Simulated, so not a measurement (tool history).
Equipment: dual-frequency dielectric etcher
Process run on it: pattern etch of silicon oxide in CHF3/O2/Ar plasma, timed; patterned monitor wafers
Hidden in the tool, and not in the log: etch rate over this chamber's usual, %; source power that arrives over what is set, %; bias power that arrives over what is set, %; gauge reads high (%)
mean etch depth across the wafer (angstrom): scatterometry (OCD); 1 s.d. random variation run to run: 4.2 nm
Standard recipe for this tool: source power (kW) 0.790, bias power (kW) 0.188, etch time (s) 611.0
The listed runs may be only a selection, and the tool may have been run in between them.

| run | hour | source power (kW) | bias power (kW) | etch time (s) | wafers since the last listed run | hours since the last wet clean | hours since the last source power generator calibration | hours since the last bias power generator calibration | hours since the last upper electrode change | hours since the gauge calibration | read-back reference wafer on the same gauge, depth_nm | mean etch depth across the wafer (angstrom) |
|---|---|---|---|---|---|---|---|---|---|---|---|---|
| 1 | 0.0 | 0.790 | 0.188 | 508.5 | 0 | 270.6 | 2812.0 | 1574.8 | 3170.4 | 162.6 | 1221.8 | 12117 |
| 2 | 67.6 | 0.790 | 0.188 | 508.5 | 283 | 338.2 | 2879.6 | 1642.4 | 3238.0 | 230.2 | 1221.5 | 12039 |
| 3 | 141.2 | 0.790 | 0.188 | 508.5 | 308 | 411.8 | 2953.2 | 1716.0 | 3311.6 | 303.8 | 1219.9 | 11994 |
| 4 | 199.7 | 0.850 | 0.188 | 745.0 | 245 | 470.3 | 3011.7 | 1774.5 | 3370.1 | 362.3 | 1220.8 | 18303 |
|  | 285.1 | wet clean of the chamber |
| 5 | 285.6 | 0.790 | 0.188 | 611.0 | 259 | 0.5 | 3097.6 | 1860.4 | 3456.0 | 448.2 | 1220.3 | 14712 |
| 6 | 371.9 | 0.790 | 0.160 | 611.0 | 361 | 86.8 | 3183.9 | 1946.7 | 3542.3 | 534.5 | 1221.2 | 14053 |
| 7 | 461.1 | 0.920 | 0.188 | 611.0 | 374 | 176.0 | 3273.1 | 2035.9 | 3631.5 | 623.7 | 1219.5 | 15787 |
| 8 | 676.1 | 0.920 | 0.188 | 611.0 | 901 | 391.0 | 3488.1 | 2250.9 | 3846.5 | 838.7 | 1219.6 | 15656 |
| 9 | 727.9 | 0.920 | 0.160 | 611.0 | 217 | 442.8 | 3539.9 | 2302.7 | 3898.3 | 890.5 | 1220.2 | 15030 |
|  | 732.7 | bias power generator calibrated |
|  | 740.5 | source power generator calibrated |
|  | 825.6 | wet clean of the chamber |
| 10 | 835.4 | 0.790 | 0.188 | 611.0 | 316 | 9.8 | 94.9 | 102.7 | 4005.8 | 998.0 | 1220.5 | 14952 |
| 11 | 899.8 | 0.790 | 0.188 | 611.0 | 270 | 74.2 | 159.3 | 167.1 | 4070.2 | 1062.4 | 1220.3 | 14959 |
|  | 967.7 | upper electrode replaced |
| 12 | 968.2 | 0.790 | 0.188 | 611.0 | 186 | 142.6 | 227.7 | 235.5 | 0.5 | 1130.8 | 1220.8 | 14848 |
| 13 | 1004.0 | 0.610 | 0.216 | 702.5 | 150 | 178.4 | 263.5 | 271.3 | 36.3 | 1166.6 | 1220.0 | 15173 |
| 14 | 1089.7 | 0.590 | 0.188 | 535.0 | 359 | 264.1 | 349.2 | 357.0 | 122.0 | 1252.3 | 1220.4 | 10945 |
| 15 | 1137.8 | 0.790 | 0.188 | 611.0 | 201 | 312.2 | 397.3 | 405.1 | 170.1 | 1300.4 | 1219.0 | 14783 |
| 16 | 1182.9 | 0.890 | 0.152 | 445.0 | 189 | 357.3 | 442.4 | 450.2 | 215.2 | 1345.5 | 1220.6 | 10894 |
| 17 | 1228.1 | 0.790 | 0.212 | 611.0 | 189 | 402.5 | 487.6 | 495.4 | 260.4 | 1390.7 | 1220.7 | 15190 |
| 18 | 1303.5 | 0.790 | 0.221 | 611.0 | 316 | 477.9 | 563.0 | 570.8 | 335.8 | 1466.1 | 1220.2 | 15417 |
|  | 1379.8 | gauge calibrated |
| 19 | 1401.1 | 0.790 | 0.188 | 611.0 | 409 | 575.5 | 660.6 | 668.4 | 433.4 | 21.3 | 1221.1 | 14686 |
|  | 1477.4 | wet clean of the chamber |
| 20 | 1477.9 | 0.790 | 0.215 | 611.0 | 221 | 0.5 | 737.4 | 745.2 | 510.2 | 98.1 | 1221.3 | 15429 |
| 21 | 1536.6 | 0.940 | 0.218 | 714.0 | 246 | 59.2 | 796.1 | 803.9 | 568.9 | 156.8 | 1220.8 | 19750 |
| 22 | 1590.5 | 0.790 | 0.188 | 502.0 | 226 | 113.1 | 850.0 | 857.8 | 622.8 | 210.7 | 1220.5 | 12264 |
| 23 | 1691.2 | 0.660 | 0.156 | 729.0 | 422 | 213.8 | 950.7 | 958.5 | 723.5 | 311.4 | 1220.1 | 15170 |
| 24 | 1781.9 | 0.630 | 0.217 | 699.5 | 380 | 304.5 | 1041.4 | 1049.2 | 814.2 | 402.1 | 1220.0 | 15457 |

Predict each of these 5 candidate next runs independently; none follows another, all start after run 24:
| A | 1782.5 | 0.790 | 0.188 | 611.0 | 2 | 305.1 | 1042.0 | 1049.8 | 814.8 | 402.7 | ? | ? |
| B | 1782.5 | 0.870 | 0.164 | 469.0 | 2 | 305.1 | 1042.0 | 1049.8 | 814.8 | 402.7 | ? | ? |
| C | 1782.5 | 0.790 | 0.158 | 611.0 | 2 | 305.1 | 1042.0 | 1049.8 | 814.8 | 402.7 | ? | ? |
| D | 1782.5 | 0.680 | 0.188 | 611.0 | 2 | 305.1 | 1042.0 | 1049.8 | 814.8 | 402.7 | ? | ? |
| E | 1782.5 | 0.960 | 0.154 | 743.5 | 2 | 305.1 | 1042.0 | 1049.8 | 814.8 | 402.7 | ? | ? |

| run | read-back reference wafer on the same gauge, depth_nm | mean etch depth across the wafer (angstrom) |
|---|---|---|
| A | 1219.8 | 14758 |
| B | 1219.8 | 11546 |
| C | 1219.8 | 14150 |
| D | 1219.8 | 13553 |
| E | 1219.8 | 18999 |
Take away the tool's hidden state, keep each run's random variation, and the runs would have read:
| run | mean etch depth across the wafer (angstrom) |
|---|---|
| A | 15033 |
| B | 11762 |
| C | 14415 |
| D | 13805 |
| E | 19356 |
